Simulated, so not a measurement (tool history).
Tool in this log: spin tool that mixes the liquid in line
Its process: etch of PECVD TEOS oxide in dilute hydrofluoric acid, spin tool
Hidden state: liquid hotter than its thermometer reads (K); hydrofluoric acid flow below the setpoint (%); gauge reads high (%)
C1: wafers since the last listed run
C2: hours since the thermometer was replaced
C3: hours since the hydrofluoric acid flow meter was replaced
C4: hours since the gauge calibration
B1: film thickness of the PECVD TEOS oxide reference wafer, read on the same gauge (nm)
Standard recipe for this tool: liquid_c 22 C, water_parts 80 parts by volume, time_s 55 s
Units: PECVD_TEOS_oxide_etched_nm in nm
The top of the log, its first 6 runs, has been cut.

{"run": 7, "hour": 85.3, "liquid_c": 22, "water_parts": 80, "time_s": 55, "C1": 157, "C2": 2574.8, "C3": 2345.3, "C4": 219.9, "B1": 60.01, "PECVD_TEOS_oxide_etched_nm": 13.16}
{"run": 8, "hour": 91.7, "liquid_c": 22, "water_parts": 80, "time_s": 55, "C1": 60, "C2": 2581.2, "C3": 2351.7, "C4": 226.3, "B1": 60, "PECVD_TEOS_oxide_etched_nm": 13.24}
{"run": 9, "hour": 109.3, "liquid_c": 22, "water_parts": 65, "time_s": 40, "C1": 166, "C2": 2598.8, "C3": 2369.3, "C4": 243.9, "B1": 59.99, "PECVD_TEOS_oxide_etched_nm": 12.05}
{"run": 10, "hour": 120.0, "liquid_c": 22, "water_parts": 65, "time_s": 40, "C1": 101, "C2": 2609.5, "C3": 2380, "C4": 254.6, "B1": 59.99, "PECVD_TEOS_oxide_etched_nm": 12.02}
{"run": 11, "hour": 135.8, "liquid_c": 22, "water_parts": 65, "time_s": 40, "C1": 149, "C2": 2625.3, "C3": 2395.8, "C4": 270.4, "B1": 59.99, "PECVD_TEOS_oxide_etched_nm": 11.97}
{"run": 12, "hour": 151.9, "liquid_c": 22, "water_parts": 80, "time_s": 55, "C1": 152, "C2": 2641.4, "C3": 2411.9, "C4": 286.5, "B1": 60.01, "PECVD_TEOS_oxide_etched_nm": 13.22}
{"run": 13, "hour": 168.0, "liquid_c": 20.5, "water_parts": 80, "time_s": 55, "C1": 152, "C2": 2657.5, "C3": 2428, "C4": 302.6, "B1": 59.99, "PECVD_TEOS_oxide_etched_nm": 12.27}
{"run": 14, "hour": 177.1, "liquid_c": 20.5, "water_parts": 80, "time_s": 55, "C1": 86, "C2": 2666.6, "C3": 2437.1, "C4": 311.7, "B1": 60, "PECVD_TEOS_oxide_etched_nm": 12.25}
{"hour": 192.0, "done": "hydrofluoric acid flow meter replaced"}
{"run": 15, "hour": 194.8, "liquid_c": 22, "water_parts": 80, "time_s": 35, "C1": 158, "C2": 2684.3, "C3": 2.8, "C4": 329.4, "B1": 60.01, "PECVD_TEOS_oxide_etched_nm": 9.69}
{"run": 16, "hour": 211.9, "liquid_c": 22, "water_parts": 80, "time_s": 35, "C1": 162, "C2": 2701.4, "C3": 19.9, "C4": 346.5, "B1": 59.99, "PECVD_TEOS_oxide_etched_nm": 9.77}
{"run": 17, "hour": 228.9, "liquid_c": 22, "water_parts": 55, "time_s": 85, "C1": 161, "C2": 2718.4, "C3": 36.9, "C4": 363.5, "B1": 60.03, "PECVD_TEOS_oxide_etched_nm": 35.59}
{"hour": 243.6, "done": "gauge calibrated"}
{"run": 18, "hour": 246.0, "liquid_c": 20, "water_parts": 115, "time_s": 35, "C1": 162, "C2": 2735.5, "C3": 54, "C4": 2.4, "B1": 60.01, "PECVD_TEOS_oxide_etched_nm": 6.06}
{"run": 19, "hour": 252.3, "liquid_c": 26, "water_parts": 45, "time_s": 40, "C1": 59, "C2": 2741.8, "C3": 60.3, "C4": 8.7, "B1": 60.02, "PECVD_TEOS_oxide_etched_nm": 24.48}
{"run": 20, "hour": 262.9, "liquid_c": 17.5, "water_parts": 40, "time_s": 65, "C1": 100, "C2": 2752.4, "C3": 70.9, "C4": 19.3, "B1": 60, "PECVD_TEOS_oxide_etched_nm": 31.56}
{"run": 21, "hour": 270.0, "liquid_c": 22, "water_parts": 80, "time_s": 55, "C1": 67, "C2": 2759.5, "C3": 78, "C4": 26.4, "B1": 60.02, "PECVD_TEOS_oxide_etched_nm": 15.36}
{"run": 22, "hour": 286.3, "liquid_c": 22, "water_parts": 110, "time_s": 55, "C1": 154, "C2": 2775.8, "C3": 94.3, "C4": 42.7, "B1": 60.02, "PECVD_TEOS_oxide_etched_nm": 10.8}
{"hour": 290.7, "done": "thermometer replaced"}
{"run": 23, "hour": 297.7, "liquid_c": 27, "water_parts": 80, "time_s": 55, "C1": 98, "C2": 7, "C3": 105.7, "C4": 54.1, "B1": 59.97, "PECVD_TEOS_oxide_etched_nm": 18.7}

Estimate the outcome of run 24 from the log above:
{"run": 24, "hour": 314.6, "liquid_c": 22, "water_parts": 80, "time_s": 55, "C1": 160, "C2": 23.9, "C3": 122.6, "C4": 71, "B1": "?", "PECVD_TEOS_oxide_etched_nm": "?"}

B1: 59.98
PECVD_TEOS_oxide_etched_nm: 15.23 nm
Minus the tool's unlogged condition, the same run would have read PECVD_TEOS_oxide_etched_nm 15.4 nm.
